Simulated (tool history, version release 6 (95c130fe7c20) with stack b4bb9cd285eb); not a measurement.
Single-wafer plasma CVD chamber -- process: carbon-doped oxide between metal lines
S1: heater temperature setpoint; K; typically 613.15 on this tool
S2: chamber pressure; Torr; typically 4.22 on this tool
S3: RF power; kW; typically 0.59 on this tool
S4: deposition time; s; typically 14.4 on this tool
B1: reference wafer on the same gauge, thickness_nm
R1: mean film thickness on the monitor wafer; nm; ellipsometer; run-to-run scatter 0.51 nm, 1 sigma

run	hour	S1	S2	S3	S4	B1	R1
1	0	613.15	4.22	0.59	14.4	72.472	84.204
2	23.9	613.15	4.22	0.59	14.4	72.479	84.034
3	39.9	613.15	4.22	0.535	15.4	72.441	85.054
# hour 48.8: thermocouple changed; heater temperature recalibrated
4	75.3	613.15	4.22	0.535	15.4	72.553	84.649
5	91.5	613.15	4.22	0.535	15.4	72.511	85.235
6	103.8	613.15	4.22	0.495	14.4	72.607	76.723
7	128.2	613.15	4.22	0.495	14.4	72.543	76.483
# hour 141.7: capacitance manometer re-zeroed and calibrated
8	154.4	613.15	4.22	0.59	14.4	72.56	83.191
# hour 170.2: RF generator calibrated
9	186.1	613.15	4.22	0.59	14.4	72.521	84.605
10	205.8	613.15	3.57	0.59	14.4	72.652	82.868
11	240.6	603.15	3.65	0.495	11.8	72.529	65.576
12	272	613.15	4.22	0.56	14.4	72.631	83.22
13	300.5	613.15	3.47	0.59	14.4	72.427	82.75
14	335.9	623.15	4.22	0.515	14.4	72.488	77.465
15	361.5	613.15	4.22	0.59	12.7	72.49	75.046
# hour 384.1: showerhead replaced
16	389	613.15	4.22	0.59	14.4	72.392	85.059
17	422	613.15	3.47	0.545	15.7	72.555	86.149
18	434.2	609.15	4.78	0.54	16.3	72.533	96.619
# hour 453.4: gauge calibrated
19	462.5	602.15	4.22	0.48	14.4	72.57	81.123
20	482.3	613.15	4.22	0.525	14.4	72.588	80.899
21	525.8	613.15	3.47	0.59	14.4	72.481	81.624
22	551.9	621.15	4.22	0.59	14.4	72.649	82.919
23	581.9	613.15	4.22	0.59	14.4	72.312	85.65
24	602.7	623.15	4.22	0.59	14.4	72.471	81.795
25	622.7	602.15	4.22	0.48	14.4	72.403	80.716
26	637.3	613.15	5.02	0.59	16.9	72.661	102.896
27	670.6	613.15	4.22	0.59	14.4	72.455	83.982
28	685.3	613.15	4.22	0.59	16.4	72.609	95.088

5 options for the next run, each taken on its own from the tool as it stands now. Forecast them:
A	685.7	625.15	4.22	0.59	14.4	?	?
B	685.7	617.15	3.95	0.59	15.9	?	?
C	685.7	605.15	4.22	0.59	14.4	?	?
D	685.7	601.15	4.22	0.59	14.4	?	?
E	685.7	613.15	4.22	0.59	11.7	?	?

run	B1	R1
A	72.406	81.402
B	72.406	90.908
C	72.406	87.306
D	72.406	88.742
E	72.406	69.07
With the hidden condition removed and each run's random variation left untouched, the same runs would have given:
run	R1
A	82.825
B	92.497
C	88.832
D	90.292
E	70.277
